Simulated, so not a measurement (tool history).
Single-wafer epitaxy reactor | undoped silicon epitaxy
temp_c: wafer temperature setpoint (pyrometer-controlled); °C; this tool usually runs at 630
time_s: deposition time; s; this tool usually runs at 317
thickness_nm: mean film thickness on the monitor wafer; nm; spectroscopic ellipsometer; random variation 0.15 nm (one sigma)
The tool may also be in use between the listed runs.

run     day  temp_c  time_s  read-back reference wafer on the same gauge, thickness_nm  thickness_nm
  1   0.000     630     347                                                     29.804        33.878
  2   1.679     630     347                                                     29.720        33.578
      5.362  -- gauge calibrated
  3   8.600     630     317                                                     30.712        32.061
  4  10.746     630     317                                                     30.677        32.023
  5  12.104     630     317                                                     30.697        31.811
  6  14.933     630     317                                                     30.667        31.574
  7  16.692     630     317                                                     30.659        31.752
  8  19.525     630     317                                                     30.614        31.914
  9  20.621     630     317                                                     30.584        31.785
 10  22.046     630     317                                                     30.572        31.632
 11  23.325     630     317                                                     30.536        31.367
 12  24.833     630     317                                                     30.498        31.677
 13  27.038     630     317                                                     30.437        31.581
     27.975  -- pyrometer calibrated
 14  29.592     630     355                                                     30.358        35.171
 15  31.250     630     355                                                     30.304        35.185
 16  33.875     630     355                                                     30.204        35.197
 17  35.521     630     317                                                     30.163        31.501
 18  43.188     630     317                                                     29.826        30.951
 19  44.721     630     317                                                     29.725        31.204
 20  46.525     630     317                                                     29.655        30.842
 21  49.308     622     264                                                     29.480        20.736
 22  50.421     623     317                                                     29.455        25.458
 23  52.771     643     373                                                     29.305        49.770

For run 24, what comes out?
 24  53.904     630     317                                                          ?             ?

read-back reference wafer on the same gauge, thickness_nm: 29.250
thickness_nm: 30.295 nm
Were there no unlogged condition in the tool, this run, its random variation unchanged, would have produced thickness_nm 31.821 nm.
